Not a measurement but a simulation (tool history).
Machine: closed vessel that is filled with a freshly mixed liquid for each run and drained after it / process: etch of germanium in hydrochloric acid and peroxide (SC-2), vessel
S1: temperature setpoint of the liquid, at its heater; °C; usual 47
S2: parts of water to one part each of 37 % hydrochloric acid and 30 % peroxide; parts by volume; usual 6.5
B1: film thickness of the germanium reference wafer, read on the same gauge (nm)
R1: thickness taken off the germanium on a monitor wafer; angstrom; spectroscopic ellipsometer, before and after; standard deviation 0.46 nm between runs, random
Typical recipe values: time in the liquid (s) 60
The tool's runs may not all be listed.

Run 1, day 0: usual settings; B1 40. Result: R1 1167.8 angstrom.
Run 2, day 0.612: usual settings; B1 40.03. Result: R1 1167.2 angstrom.
Run 3, day 1.175: usual settings; B1 39.99. Result: R1 1168.8 angstrom.
Run 4, day 1.429: usual settings but S2 8 parts by volume, time in the liquid (s) 80; B1 40. Result: R1 1537.5 angstrom.
Run 5, day 1.725: usual settings but S2 8 parts by volume, time in the liquid (s) 80; B1 40.02. Result: R1 1538.5 angstrom.
Run 6, day 2.279: usual settings but S1 54 °C, S2 8 parts by volume, time in the liquid (s) 50; B1 39.99. Result: R1 1199.4 angstrom.
Run 7, day 2.65: usual settings but S1 40 °C, S2 9 parts by volume, time in the liquid (s) 70; B1 40.01. Result: R1 1057.7 angstrom.
Run 8, day 2.912: usual settings but S2 9 parts by volume, time in the liquid (s) 95; B1 40.02. Result: R1 1799.7 angstrom.
Run 9, day 3.504: usual settings but S2 4.5 parts by volume, time in the liquid (s) 30; B1 40. Result: R1 585.7 angstrom.
Run 10, day 3.767: usual settings; B1 40.03. Result: R1 1164.5 angstrom.
At day 3.925: gauge calibrated.
At day 3.95: thermometer replaced.
Run 11, day 4.246: usual settings but S1 54 °C, S2 5 parts by volume, time in the liquid (s) 30; B1 39.99. Result: R1 701.2 angstrom.
Run 12, day 4.954: usual settings but time in the liquid (s) 50; B1 40. Result: R1 923.2 angstrom.
Run 13, day 5.529: usual settings but S1 39 °C; B1 39.98. Result: R1 841.3 angstrom.
Run 14, day 6.004: usual settings; B1 39.99. Result: R1 1114.6 angstrom.
Run 15, day 6.417: usual settings but S1 39 °C, S2 4 parts by volume, time in the liquid (s) 80; B1 39.99. Result: R1 1121.7 angstrom.
Run 16, day 7.012: usual settings; B1 39.98. Result: R1 1107.1 angstrom.
At day 8.417: thermometer replaced, repeated, since the last time left the tool worse.
Run 17, day 9.004: usual settings but S1 52 °C, S2 9 parts by volume, time in the liquid (s) 95; B1 40.02. Result: R1 2240 angstrom.
Run 18, day 9.371: usual settings but S1 40.5 °C; B1 40.01. Result: R1 987.6 angstrom.
Run 19, day 9.767: usual settings but S2 5 parts by volume, time in the liquid (s) 75; B1 40.01. Result: R1 1541.4 angstrom.
Run 20, day 10.425: usual settings but S1 56 °C, S2 5.5 parts by volume; B1 40.02. Result: R1 1633.2 angstrom.
Run 21, day 10.9: usual settings but S1 56 °C, time in the liquid (s) 85; B1 40. Result: R1 2307.7 angstrom.
Run 22, day 11.392: usual settings but S1 52.5 °C; B1 40.01. Result: R1 1469.8 angstrom.
Run 23, day 12.008: usual settings but S1 39 °C, S2 8.5 parts by volume; B1 39.99. Result: R1 920.3 angstrom.
Run 24, day 12.496: usual settings but S1 50.5 °C, S2 4 parts by volume, time in the liquid (s) 40; B1 40.01. Result: R1 926.5 angstrom.
Run 25, day 13.129: usual settings but S1 43 °C, S2 5 parts by volume, time in the liquid (s) 85; B1 39.99. Result: R1 1530.8 angstrom.
Run 26, day 13.758: usual settings but time in the liquid (s) 70; B1 39.99. Result: R1 1433.7 angstrom.
Run 27, day 14.45: usual settings but S1 39 °C, S2 7.5 parts by volume, time in the liquid (s) 30; B1 40. Result: R1 467.7 angstrom.
Run 28, day 15.079: usual settings; B1 39.98. Result: R1 1231 angstrom.
Run 29, day 15.55: usual settings but S1 50.5 °C, time in the liquid (s) 85; B1 39.98. Result: R1 1937.6 angstrom.
Run 30, day 16.025: usual settings; B1 39.99. Result: R1 1227.3 angstrom.

Hidden state or all else? Some run-to-run changes of R1, split into what the settings, what came in and random variation would give without the hidden state, and what is left for the hidden state (with any gauge scatter that isn't in both results):
Hidden conditions of the tool in this case: liquid colder than its thermometer reads (K); chemicals flow below the setpoint (%); peroxide weaker than its label (%); gauge reads high (%).
Run 7 -> 8: S1 40 -> 47, time in the liquid (s) 70 -> 95. R1 +742 angstrom: hidden state -40.8, all else +782.8.
Run 8 -> 9: S2 9 -> 4.5, time in the liquid (s) 95 -> 30. R1 -1214 angstrom: hidden state +70.5, all else -1284.5.
Run 16 -> 17: S1 47 -> 52, S2 6.5 -> 9, time in the liquid (s) 60 -> 95, thermometer replaced, repeated, since the last time left the tool worse. R1 +1132.9 angstrom: hidden state +117.4, all else +1015.5.
Run 17 -> 18: S1 52 -> 40.5, S2 9 -> 6.5, time in the liquid (s) 95 -> 60. R1 -1252.4 angstrom: hidden state +3.6, all else -1256.
